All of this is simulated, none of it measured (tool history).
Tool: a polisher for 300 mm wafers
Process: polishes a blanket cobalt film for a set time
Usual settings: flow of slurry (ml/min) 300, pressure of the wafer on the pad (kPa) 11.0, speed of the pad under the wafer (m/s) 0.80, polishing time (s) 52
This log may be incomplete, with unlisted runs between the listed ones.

run,day,flow of slurry (ml/min),pressure of the wafer on the pad (kPa),speed of the pad under the wafer (m/s),polishing time (s),wafers since the last listed run,wafers polished on this pad,hours since the slurry nozzle was cleaned,hours since the head pressure was calibrated,"incoming thickness of the incoming film, nm",film removed (angstrom)
1,0.000,300,11.0,0.80,52,0,3109,143.1,240.7,1000.7,1473
2,2.092,300,11.0,0.80,52,599,3708,193.3,290.9,1014.4,1478
3,4.038,300,11.0,0.80,52,557,4266,240.0,337.6,995.4,1430
# day 9.696: worn pad replaced by a new one
# day 10.975: slurry nozzle cleaned
# day 11.308: head pressure recalibrated
4,11.933,300,11.0,0.80,52,2177,604,23.0,15.0,1000.9,1478
5,13.279,300,11.0,0.80,52,385,990,55.3,47.3,994.3,1442
6,15.525,300,11.0,0.80,52,643,1633,109.2,101.2,985.1,1437
7,18.133,300,7.6,0.80,52,747,2380,171.8,163.8,987.5,1060
8,19.679,300,11.0,0.62,52,442,2823,208.9,200.9,1004.5,1227
9,21.496,300,11.0,0.80,52,520,3343,252.5,244.5,995.4,1449
10,23.196,235,11.0,0.80,52,486,3830,293.3,285.3,980.4,1401
11,25.688,300,11.0,0.80,52,713,4543,353.1,345.1,994.2,1469
12,27.158,300,11.0,0.80,52,421,4965,388.4,380.4,999.9,1441
13,28.271,300,11.0,0.80,52,318,5283,415.1,407.1,1006.5,1453
# day 28.779: worn pad replaced by a new one
# day 29.850: head pressure recalibrated
14,30.738,300,11.0,0.80,52,634,536,474.3,21.3,1003.2,1418
# day 33.179: slurry nozzle cleaned
15,37.604,300,11.0,0.80,52,1954,2491,106.2,186.1,993.3,1488
16,40.333,390,8.3,0.60,67,781,3273,171.7,251.6,989.8,1237
17,41.571,275,11.0,0.80,60,354,3627,201.4,281.3,985.6,1662
18,43.079,300,11.0,0.80,52,431,4059,237.6,317.5,1006.2,1431
19,46.058,300,11.0,0.68,59,853,4912,309.1,389.0,1022.8,1450
# day 46.300: worn pad replaced by a new one
# day 47.325: head pressure recalibrated
20,47.383,300,11.0,0.80,52,307,286,340.9,1.4,1003.0,1475
21,49.154,370,14.5,0.90,52,507,793,383.4,43.9,992.6,2068
22,51.388,300,13.1,0.52,52,639,1433,437.0,97.5,988.2,1251
# day 51.883: slurry nozzle cleaned
23,53.600,300,11.0,0.80,52,621,2054,41.2,150.6,1009.1,1427
24,55.717,275,11.0,0.80,60,606,2661,92.0,201.4,994.3,1620
25,58.646,300,11.0,0.72,41,838,3499,162.3,271.7,994.3,1057
26,61.142,300,11.0,1.06,52,714,4214,222.2,331.6,1007.9,1846
27,63.700,300,11.0,0.88,52,732,4947,283.6,393.0,1007.4,1590
# day 64.367: worn pad replaced by a new one
28,65.267,300,11.0,0.80,52,400,257,321.2,430.6,997.1,1429
# day 66.258: head pressure recalibrated
29,67.125,300,11.0,0.80,52,508,765,365.8,20.8,979.6,1434
30,68.158,390,8.3,0.88,41,295,1061,390.6,45.6,1005.9,961
# day 69.888: slurry nozzle cleaned
31,71.112,215,11.0,1.04,36,834,1895,29.4,116.5,1001.5,1207
32,76.608,255,9.0,0.80,52,1573,3469,161.3,248.4,987.3,1201
33,78.504,375,11.0,0.80,52,542,4012,206.8,293.9,1008.4,1528
34,80.875,300,11.0,0.80,52,678,4691,263.7,350.8,990.2,1459
# day 82.079: worn pad replaced by a new one
35,83.350,215,15.2,0.90,52,661,363,323.1,410.2,1001.5,2025
36,85.371,300,13.8,0.80,52,578,942,371.6,458.7,1008.3,1783

Predict each of these 5 candidate next runs independently; none follows another, all start after run 36:
A,85.388,300,11.0,0.58,52,4,947,372.0,459.1,977.9,?
B,85.388,300,11.0,0.96,52,4,947,372.0,459.1,977.9,?
C,85.388,300,11.0,0.54,68,4,947,372.0,459.1,977.9,?
D,85.388,345,11.0,0.80,69,4,947,372.0,459.1,977.9,?
E,85.388,380,8.3,0.90,52,4,947,372.0,459.1,977.9,?

run,film removed (angstrom)
A,1174
B,1697
C,1464
D,1985
E,1278
Take away the tool's hidden state, keep each run's random variation, and the runs would have read:
run,film removed (angstrom)
A,1174
B,1697
C,1464
D,1985
E,1278

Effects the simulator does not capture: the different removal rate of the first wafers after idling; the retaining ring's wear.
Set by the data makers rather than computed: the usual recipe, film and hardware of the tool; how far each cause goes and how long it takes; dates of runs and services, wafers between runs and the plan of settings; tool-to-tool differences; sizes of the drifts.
